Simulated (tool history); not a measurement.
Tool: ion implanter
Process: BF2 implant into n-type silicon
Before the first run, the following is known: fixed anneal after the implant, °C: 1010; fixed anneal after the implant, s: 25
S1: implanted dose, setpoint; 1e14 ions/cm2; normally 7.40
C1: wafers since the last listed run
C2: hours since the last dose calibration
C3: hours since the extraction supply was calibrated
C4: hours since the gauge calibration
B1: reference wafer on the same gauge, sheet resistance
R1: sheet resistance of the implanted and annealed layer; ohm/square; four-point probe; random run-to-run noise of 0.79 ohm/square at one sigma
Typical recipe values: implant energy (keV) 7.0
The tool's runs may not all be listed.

{"run": 1, "day": 0.0, "S1": 7.4, "implant energy (keV)": 7.0, "C1": 0, "C2": 586.9, "C3": 6383.0, "C4": 277.1, "B1": 285.77, "R1": 263.55}
{"run": 2, "day": 0.367, "S1": 7.4, "implant energy (keV)": 7.0, "C1": 107, "C2": 595.7, "C3": 6391.8, "C4": 285.9, "B1": 286.0, "R1": 260.89}
{"run": 3, "day": 0.858, "S1": 7.4, "implant energy (keV)": 7.0, "C1": 144, "C2": 607.5, "C3": 6403.6, "C4": 297.7, "B1": 286.19, "R1": 261.76}
{"run": 4, "day": 1.108, "S1": 7.4, "implant energy (keV)": 7.0, "C1": 73, "C2": 613.5, "C3": 6409.6, "C4": 303.7, "B1": 286.11, "R1": 261.93}
{"run": 5, "day": 1.65, "S1": 7.4, "implant energy (keV)": 7.0, "C1": 159, "C2": 626.5, "C3": 6422.6, "C4": 316.7, "B1": 286.15, "R1": 262.99}
{"run": 6, "day": 1.979, "S1": 7.4, "implant energy (keV)": 7.0, "C1": 96, "C2": 634.4, "C3": 6430.5, "C4": 324.6, "B1": 285.74, "R1": 261.62}
{"run": 7, "day": 2.267, "S1": 8.37, "implant energy (keV)": 6.0, "C1": 84, "C2": 641.3, "C3": 6437.4, "C4": 331.5, "B1": 286.11, "R1": 253.3}
{"run": 8, "day": 2.871, "S1": 7.4, "implant energy (keV)": 7.0, "C1": 177, "C2": 655.8, "C3": 6451.9, "C4": 346.0, "B1": 285.98, "R1": 260.76}
{"run": 9, "day": 3.421, "S1": 7.4, "implant energy (keV)": 7.0, "C1": 161, "C2": 669.0, "C3": 6465.1, "C4": 359.2, "B1": 286.03, "R1": 260.75}
{"run": 10, "day": 4.004, "S1": 7.4, "implant energy (keV)": 7.0, "C1": 171, "C2": 683.0, "C3": 6479.1, "C4": 373.2, "B1": 285.71, "R1": 260.18}
{"run": 11, "day": 4.283, "S1": 7.4, "implant energy (keV)": 7.0, "C1": 82, "C2": 689.7, "C3": 6485.8, "C4": 379.9, "B1": 286.08, "R1": 260.27}
{"run": 12, "day": 4.7, "S1": 7.4, "implant energy (keV)": 7.0, "C1": 122, "C2": 699.7, "C3": 6495.8, "C4": 389.9, "B1": 286.14, "R1": 261.41}
{"run": 13, "day": 5.438, "S1": 7.4, "implant energy (keV)": 7.0, "C1": 216, "C2": 717.4, "C3": 6513.5, "C4": 407.6, "B1": 286.11, "R1": 259.23}
{"run": 14, "day": 5.754, "S1": 9.02, "implant energy (keV)": 5.5, "C1": 93, "C2": 725.0, "C3": 6521.1, "C4": 415.2, "B1": 285.9, "R1": 248.84}
{"run": 15, "day": 6.383, "S1": 9.02, "implant energy (keV)": 5.5, "C1": 184, "C2": 740.1, "C3": 6536.2, "C4": 430.3, "B1": 285.93, "R1": 250.41}
{"run": 16, "day": 6.896, "S1": 6.79, "implant energy (keV)": 4.5, "C1": 150, "C2": 752.4, "C3": 6548.5, "C4": 442.6, "B1": 286.08, "R1": 311.29}
{"run": 17, "day": 7.325, "S1": 6.74, "implant energy (keV)": 9.0, "C1": 126, "C2": 762.7, "C3": 6558.8, "C4": 452.9, "B1": 286.06, "R1": 254.11}
{"run": 18, "day": 7.871, "S1": 7.4, "implant energy (keV)": 7.0, "C1": 160, "C2": 775.8, "C3": 6571.9, "C4": 466.0, "B1": 285.94, "R1": 258.73}
{"day": 8.625, "done": "Faraday cup replaced and dose calibrated"}
{"run": 19, "day": 8.646, "S1": 9.34, "implant energy (keV)": 9.0, "C1": 129, "C2": 0.5, "C3": 6590.5, "C4": 484.6, "B1": 285.82, "R1": 221.13}
{"run": 20, "day": 8.888, "S1": 7.4, "implant energy (keV)": 7.0, "C1": 71, "C2": 6.3, "C3": 6596.3, "C4": 490.4, "B1": 285.93, "R1": 265.97}
{"day": 8.979, "done": "gauge calibrated"}
{"run": 21, "day": 9.558, "S1": 9.12, "implant energy (keV)": 8.0, "C1": 197, "C2": 22.4, "C3": 6612.4, "C4": 13.9, "B1": 285.77, "R1": 230.17}
{"run": 22, "day": 9.846, "S1": 5.74, "implant energy (keV)": 9.0, "C1": 84, "C2": 29.3, "C3": 6619.3, "C4": 20.8, "B1": 286.0, "R1": 284.06}
{"run": 23, "day": 11.404, "S1": 7.4, "implant energy (keV)": 7.0, "C1": 457, "C2": 66.7, "C3": 6656.7, "C4": 58.2, "B1": 286.08, "R1": 264.85}
{"run": 24, "day": 12.038, "S1": 9.23, "implant energy (keV)": 5.0, "C1": 186, "C2": 81.9, "C3": 6671.9, "C4": 73.4, "B1": 285.9, "R1": 256.62}
{"run": 25, "day": 12.517, "S1": 7.4, "implant energy (keV)": 7.0, "C1": 140, "C2": 93.4, "C3": 6683.4, "C4": 84.9, "B1": 286.02, "R1": 264.97}
{"day": 12.929, "done": "extraction supply calibrated"}
{"run": 26, "day": 13.142, "S1": 8.85, "implant energy (keV)": 5.5, "C1": 85, "C2": 108.4, "C3": 5.1, "C4": 99.9, "B1": 286.02, "R1": 257.34}
{"run": 27, "day": 13.842, "S1": 5.62, "implant energy (keV)": 5.5, "C1": 205, "C2": 125.2, "C3": 21.9, "C4": 116.7, "B1": 286.17, "R1": 336.09}
{"run": 28, "day": 14.467, "S1": 5.55, "implant energy (keV)": 8.0, "C1": 183, "C2": 140.2, "C3": 36.9, "C4": 131.7, "B1": 286.2, "R1": 301.69}
{"run": 29, "day": 14.746, "S1": 7.4, "implant energy (keV)": 7.0, "C1": 82, "C2": 146.9, "C3": 43.6, "C4": 138.4, "B1": 286.05, "R1": 265.6}
{"run": 30, "day": 15.121, "S1": 7.4, "implant energy (keV)": 6.0, "C1": 110, "C2": 155.9, "C3": 52.6, "C4": 147.4, "B1": 285.88, "R1": 277.12}
{"run": 31, "day": 15.708, "S1": 5.82, "implant energy (keV)": 8.0, "C1": 172, "C2": 170.0, "C3": 66.7, "C4": 161.5, "B1": 286.27, "R1": 292.35}
{"run": 32, "day": 16.396, "S1": 6.01, "implant energy (keV)": 7.0, "C1": 202, "C2": 186.5, "C3": 83.2, "C4": 178.0, "B1": 285.76, "R1": 297.96}
{"run": 33, "day": 16.775, "S1": 7.4, "implant energy (keV)": 8.5, "C1": 111, "C2": 195.6, "C3": 92.3, "C4": 187.1, "B1": 286.11, "R1": 250.74}
{"run": 34, "day": 17.308, "S1": 5.34, "implant energy (keV)": 7.0, "C1": 156, "C2": 208.4, "C3": 105.1, "C4": 199.9, "B1": 286.09, "R1": 317.84}
{"run": 35, "day": 17.667, "S1": 7.4, "implant energy (keV)": 5.0, "C1": 105, "C2": 217.0, "C3": 113.7, "C4": 208.5, "B1": 286.09, "R1": 292.66}
{"run": 36, "day": 18.242, "S1": 8.58, "implant energy (keV)": 6.0, "C1": 168, "C2": 230.8, "C3": 127.5, "C4": 222.3, "B1": 285.84, "R1": 255.09}
{"run": 37, "day": 18.983, "S1": 9.25, "implant energy (keV)": 6.0, "C1": 217, "C2": 248.6, "C3": 145.3, "C4": 240.1, "B1": 286.0, "R1": 246.21}

Run-by-run hidden state of the tool:
deviation of the true energy from its setpoint, %: 0 across all the runs
gauge reads high (%): 0 across all the runs
H1: deviation of the true dose from the Faraday cup's reading, %
run=1 H1=3
run=2 H1=3.09
run=3 H1=3.22
run=4 H1=3.28
run=5 H1=3.42
run=6 H1=3.51
run=7 H1=3.58
run=8 H1=3.75
run=9 H1=3.9
run=10 H1=4.06
run=11 H1=4.14
run=12 H1=4.26
run=13 H1=4.48
run=14 H1=4.57
run=15 H1=4.76
run=16 H1=4.92
run=17 H1=5.06
run=18 H1=5.23
run=19 H1=0.686
run=20 H1=0.686
run=21 H1=0.69
run=22 H1=0.693
run=23 H1=0.724
run=24 H1=0.744
run=25 H1=0.761
run=26 H1=0.787
run=27 H1=0.821
run=28 H1=0.856
run=29 H1=0.872
run=30 H1=0.896
run=31 H1=0.936
run=32 H1=0.987
run=33 H1=1.02
run=34 H1=1.06
run=35 H1=1.09
run=36 H1=1.15
run=37 H1=1.22
